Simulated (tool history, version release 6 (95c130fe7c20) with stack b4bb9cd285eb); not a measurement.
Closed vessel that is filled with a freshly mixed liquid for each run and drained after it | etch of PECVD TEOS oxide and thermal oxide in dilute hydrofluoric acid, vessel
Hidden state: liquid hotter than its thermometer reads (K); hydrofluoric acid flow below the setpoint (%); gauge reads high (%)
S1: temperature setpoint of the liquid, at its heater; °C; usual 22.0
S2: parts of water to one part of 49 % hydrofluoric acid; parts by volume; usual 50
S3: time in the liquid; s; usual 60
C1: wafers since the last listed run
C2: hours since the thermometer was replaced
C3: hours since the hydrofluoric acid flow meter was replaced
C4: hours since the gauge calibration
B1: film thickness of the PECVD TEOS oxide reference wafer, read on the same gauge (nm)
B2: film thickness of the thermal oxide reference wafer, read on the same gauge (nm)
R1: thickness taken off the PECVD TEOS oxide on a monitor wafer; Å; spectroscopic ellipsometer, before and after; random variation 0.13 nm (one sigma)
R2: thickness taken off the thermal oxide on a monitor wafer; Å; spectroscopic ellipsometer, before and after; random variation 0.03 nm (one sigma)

run,hour,S1,S2,S3,C1,C2,C3,C4,B1,B2,R1,R2
1,0.0,22.0,35,60,0,2029.0,1420.2,598.3,70.01,120.00,255.9,67.3
2,15.4,22.0,35,60,1864,2044.4,1435.6,613.7,69.97,120.03,253.7,67.6
3,30.3,25.5,50,60,1803,2059.3,1450.5,628.6,70.01,119.95,200.7,54.1
4,42.1,22.0,50,60,1428,2071.1,1462.3,640.4,69.99,120.00,174.3,46.5
5,56.2,22.0,50,60,1706,2085.2,1476.4,654.5,70.02,120.03,174.3,46.1
6,67.5,22.0,50,70,1367,2096.5,1487.7,665.8,69.99,120.01,203.4,53.4
# hour 70.1: gauge calibrated
7,82.7,22.0,50,70,1840,2111.7,1502.9,12.6,70.04,119.95,203.5,53.6
8,95.5,22.0,50,70,1549,2124.5,1515.7,25.4,69.97,120.00,203.1,54.6
9,140.4,26.5,50,75,5435,2169.4,1560.6,70.3,69.99,120.02,256.4,69.5
10,153.1,22.0,50,60,1537,2182.1,1573.3,83.0,70.00,120.01,173.4,46.4
11,160.0,26.5,35,80,835,2189.0,1580.2,89.9,70.06,119.97,410.0,109.1
12,169.3,24.0,40,95,1125,2198.3,1589.5,99.2,70.03,120.01,376.2,100.2
13,183.9,26.0,35,60,1767,2212.9,1604.1,113.8,70.02,120.00,297.9,79.2
14,224.5,25.0,75,90,4914,2253.5,1644.7,154.4,69.95,119.94,189.8,49.6
15,236.9,22.0,70,45,1501,2265.9,1657.1,166.8,70.00,120.00,89.2,23.8
# hour 247.6: thermometer replaced
16,248.3,22.0,50,60,1258,0.7,1668.5,178.2,69.99,120.01,172.1,45.5
17,262.7,22.0,50,35,1743,15.1,1682.9,192.6,69.98,119.95,100.9,26.5
18,276.2,17.0,75,60,1634,28.6,1696.4,206.1,69.99,120.00,89.6,23.7
19,289.2,22.0,50,60,1573,41.6,1709.4,219.1,69.99,120.05,171.8,45.5
# hour 294.9: hydrofluoric acid flow meter replaced
20,297.8,23.5,35,90,920,50.2,2.9,227.7,69.99,120.00,446.8,118.9
21,304.5,25.0,50,95,811,56.9,9.6,234.4,70.02,120.05,345.8,91.9
22,321.1,22.0,50,60,2009,73.5,26.2,251.0,69.99,120.02,193.4,51.0
23,336.1,17.5,50,60,1815,88.5,41.2,266.0,70.02,119.98,159.4,42.3
24,345.4,22.0,50,60,1125,97.8,50.5,275.3,70.02,119.95,191.3,51.0
25,356.0,18.5,35,95,1283,108.4,61.1,285.9,70.00,119.97,383.5,101.2
26,365.7,24.0,55,50,1174,118.1,70.8,295.6,70.01,119.94,158.9,41.9
27,411.1,22.0,50,60,5495,163.5,116.2,341.0,69.99,120.00,191.3,50.8

Forecast each of these 3 alternatives for the next run:
A,411.8,22.0,50,60,84,164.2,116.9,341.7,?,?,?,?
B,411.8,25.5,65,60,84,164.2,116.9,341.7,?,?,?,?
C,411.8,22.0,50,30,84,164.2,116.9,341.7,?,?,?,?

run,B1,B2,R1,R2
A,69.94,119.99,193.0,51.2
B,69.94,119.99,167.9,44.5
C,69.94,119.99,96.5,25.6
Without the tool's hidden state the same runs would have given:
run,R1,R2
A,201.4,53.4
B,175.3,46.5
C,100.7,26.7

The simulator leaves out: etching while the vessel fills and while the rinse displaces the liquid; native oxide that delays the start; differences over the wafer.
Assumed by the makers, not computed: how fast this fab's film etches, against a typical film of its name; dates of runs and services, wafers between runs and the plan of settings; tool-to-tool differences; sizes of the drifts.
